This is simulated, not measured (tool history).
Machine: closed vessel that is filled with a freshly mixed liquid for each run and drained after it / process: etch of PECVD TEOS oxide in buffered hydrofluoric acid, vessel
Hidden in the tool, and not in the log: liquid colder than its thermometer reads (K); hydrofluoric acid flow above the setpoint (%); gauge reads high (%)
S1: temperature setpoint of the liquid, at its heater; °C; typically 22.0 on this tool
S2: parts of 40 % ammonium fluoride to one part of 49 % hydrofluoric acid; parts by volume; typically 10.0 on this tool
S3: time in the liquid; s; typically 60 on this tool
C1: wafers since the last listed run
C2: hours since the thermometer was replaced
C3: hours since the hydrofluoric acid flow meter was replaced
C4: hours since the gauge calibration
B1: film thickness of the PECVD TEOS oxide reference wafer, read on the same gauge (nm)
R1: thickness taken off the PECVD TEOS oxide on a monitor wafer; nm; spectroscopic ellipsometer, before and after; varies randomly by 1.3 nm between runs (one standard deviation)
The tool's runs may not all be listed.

run   hour    S1    S2  S3    C1      C2      C3     C4     B1      R1
  1    0.0  22.0  10.0  60     0  1398.1  1222.3  161.1  80.01  123.72
  2   12.2  22.0  10.0  60  1561  1410.3  1234.5  173.3  80.01  124.68
  3   33.5  22.0  10.0  60  2725  1431.6  1255.8  194.6  80.03  122.52
  4   49.9  22.0  10.0  45  2098  1448.0  1272.2  211.0  79.99   92.48
  5   65.9  22.0  10.0  45  2047  1464.0  1288.2  227.0  80.03   91.67
  6   80.4  22.0  10.0  60  1855  1478.5  1302.7  241.5  80.01  121.44
  7   91.8  22.0  10.0  60  1458  1489.9  1314.1  252.9  80.00  123.03
  8   99.6  22.0  10.0  60   998  1497.7  1321.9  260.7  80.01  122.41
  9  117.3  22.0  10.0  60  2264  1515.4  1339.6  278.4  80.00  120.87
 10  128.6  22.0  10.0  60  1445  1526.7  1350.9  289.7  79.98  123.35
     141.2  -- hydrofluoric acid flow meter replaced
     145.6  -- thermometer replaced
 11  146.1  22.0  10.0  60  1983     0.5     4.9  307.2  79.97  145.56
 12  160.6  22.0  10.0  60  1855    15.0    19.4  321.7  80.00  144.01
 13  178.4  22.0  10.0  60  2277    32.8    37.2  339.5  80.04  144.40
 14  192.2  22.0  10.0  60  1765    46.6    51.0  353.3  79.96  144.24
 15  207.6  22.0  10.0  60  1970    62.0    66.4  368.7  79.99  142.78
 16  222.3  22.0  10.0  60  1881    76.7    81.1  383.4  80.02  144.15
 17  231.8  22.0  10.0  60  1215    86.2    90.6  392.9  80.02  140.18
 18  249.5  22.0  10.0  60  2264   103.9   108.3  410.6  80.02  142.06
 19  261.7  19.0  12.0  45  1561   116.1   120.5  422.8  80.01   76.75
 20  270.5  20.0   7.5  90  1126   124.9   129.3  431.6  80.01  247.13
     271.9  -- gauge calibrated
 21  283.9  18.0  10.0  60  1714   138.3   142.7   12.0  80.00  111.15
 22  301.2  22.0  10.0  60  2213   155.6   160.0   29.3  79.96  143.35
 23  310.7  19.0   8.5  85  1215   165.1   169.5   38.8  79.99  192.74
 24  326.2  17.0  11.0  60  1983   180.6   185.0   54.3  80.02   97.39
 25  340.0  22.0  10.0  35  1765   194.4   198.8   68.1  80.02   81.69
 26  351.1  20.0  13.0  60  1420   205.5   209.9   79.2  79.99   96.46
 27  361.7  20.0   8.5  60  1356   216.1   220.5   89.8  80.00  142.69
 28  373.7  22.0  10.0  60  1535   228.1   232.5  101.8  80.02  141.82
 29  388.8  22.0   7.5  40  1932   243.2   247.6  116.9  79.97  121.60
 30  402.4  18.5   9.0  80  1740   256.8   261.2  130.5  79.99  166.62
 31  438.3  22.0  10.0  60  4593   292.7   297.1  166.4  80.02  140.64
 32  454.3  19.5  12.5  90  2047   308.7   313.1  182.4  79.99  147.61
 33  462.0  17.0  12.0  85   985   316.4   320.8  190.1  80.02  124.33

Branching from run 33: 3 alternative next runs. What would each branch give?
  A  462.7  22.0  14.0  60  89  317.1  321.5  190.8   ?   ?
  B  462.7  22.0   9.0  60  89  317.1  321.5  190.8   ?   ?
  C  462.7  18.0  10.0  75  89  317.1  321.5  190.8   ?   ?

run     B1      R1
  A  80.01  101.54
  B  80.01  150.76
  C  80.01  140.86
The same runs, with their run-to-run variation unchanged, on a tool lacking any hidden condition would have given:
run      R1
  A  104.63
  B  155.33
  C  145.25
